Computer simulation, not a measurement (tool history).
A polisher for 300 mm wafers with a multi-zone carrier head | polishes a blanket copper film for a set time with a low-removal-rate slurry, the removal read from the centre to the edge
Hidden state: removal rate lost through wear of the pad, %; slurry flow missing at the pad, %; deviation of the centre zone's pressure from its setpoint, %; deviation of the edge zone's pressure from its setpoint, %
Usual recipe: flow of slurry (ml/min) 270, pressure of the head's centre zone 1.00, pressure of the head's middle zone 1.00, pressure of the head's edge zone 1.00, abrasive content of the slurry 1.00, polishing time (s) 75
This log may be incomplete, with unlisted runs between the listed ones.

run,hour,flow of slurry (ml/min),pressure of the head's centre zone,pressure of the head's middle zone,pressure of the head's edge zone,abrasive content of the slurry,polishing time (s),wafers since the last listed run,wafers polished on this pad,hours since the slurry nozzle was cleaned,hours since the centre zone pressure was calibrated,hours since the edge zone pressure was calibrated,hours since the carrier head's membrane was replaced,"incoming thickness of the incoming film, nm",film removed at the wafer's centre (Å),film removed at mid-radius (Å),film removed at the wafer's edge (Å)
1,0.0,270,1.00,1.00,1.00,1.00,75,0,806,386.6,88.9,143.8,92.0,1311.5,1565,1515,1639
# hour 35.4: slurry nozzle cleaned
2,67.7,270,1.00,1.00,1.00,1.00,75,552,1358,32.3,156.6,211.5,159.7,1278.1,1680,1615,1633
# hour 101.1: worn pad replaced by a new one
3,165.5,325,1.00,1.00,1.00,1.00,75,776,532,130.1,254.4,309.3,257.5,1281.0,1755,1683,1763
# hour 230.9: centre zone pressure recalibrated
4,261.4,325,1.00,1.00,1.00,1.00,75,777,1310,226.0,30.5,405.2,353.4,1294.5,1721,1637,1704
# hour 297.9: worn pad replaced by a new one
5,336.7,325,1.00,1.00,1.00,1.00,75,590,320,301.3,105.8,480.5,428.7,1302.6,1736,1659,1713
# hour 369.7: slurry nozzle cleaned
6,430.0,270,1.00,1.07,1.00,1.00,55,763,1084,60.3,199.1,573.8,522.0,1297.2,1256,1256,1220
# hour 463.3: worn pad replaced by a new one
7,529.4,270,1.00,1.07,1.00,1.00,55,789,547,159.7,298.5,673.2,621.4,1287.9,1255,1255,1208
# hour 551.7: centre zone pressure recalibrated
8,567.4,195,1.00,1.00,1.00,1.00,75,297,844,197.7,15.7,711.2,659.4,1296.6,1622,1566,1586
9,621.7,270,1.00,1.00,1.00,1.00,75,449,1294,252.0,70.0,765.5,713.7,1305.3,1684,1600,1638
# hour 651.8: carrier head's membrane replaced by a new one
# hour 664.1: worn pad replaced by a new one
# hour 677.7: edge zone pressure recalibrated
# hour 699.7: slurry nozzle cleaned
10,703.1,270,0.92,1.08,1.00,0.85,64,574,298,3.4,151.4,25.4,51.3,1309.8,1329,1480,1408
11,766.4,235,1.10,0.93,1.00,1.00,94,523,821,66.7,214.7,88.7,114.6,1288.7,2332,1864,2093
12,823.6,270,1.10,0.93,1.07,1.00,96,473,1295,123.9,271.9,145.9,171.8,1282.8,2406,1941,2173
13,866.4,200,1.00,0.90,0.89,0.85,75,354,1649,166.7,314.7,188.7,214.6,1293.1,1546,1375,1479
# hour 882.2: worn pad replaced by a new one
# hour 917.4: centre zone pressure recalibrated
14,955.8,270,1.00,1.00,0.97,1.15,75,690,592,256.1,38.4,278.1,304.0,1291.5,1747,1641,1675

Forecast each of these 4 alternatives for the next run:
A,956.2,270,1.00,1.00,1.00,1.10,75,3,595,256.5,38.8,278.5,304.4,1321.7,?,?,?
B,956.2,235,1.06,1.00,1.00,1.00,75,3,595,256.5,38.8,278.5,304.4,1321.7,?,?,?
C,956.2,270,1.00,1.00,1.00,1.00,54,3,595,256.5,38.8,278.5,304.4,1321.7,?,?,?
D,956.2,220,1.00,0.94,0.96,1.00,75,3,595,256.5,38.8,278.5,304.4,1321.7,?,?,?

run,film removed at the wafer's centre (Å),film removed at mid-radius (Å),film removed at the wafer's edge (Å)
A,1720,1629,1697
B,1760,1574,1647
C,1216,1151,1200
D,1645,1483,1608
What these runs would have given with no unlogged condition in the tool:
run,film removed at the wafer's centre (Å),film removed at mid-radius (Å),film removed at the wafer's edge (Å)
A,1852,1748,1811
B,1901,1694,1761
C,1309,1236,1280
D,1779,1599,1721
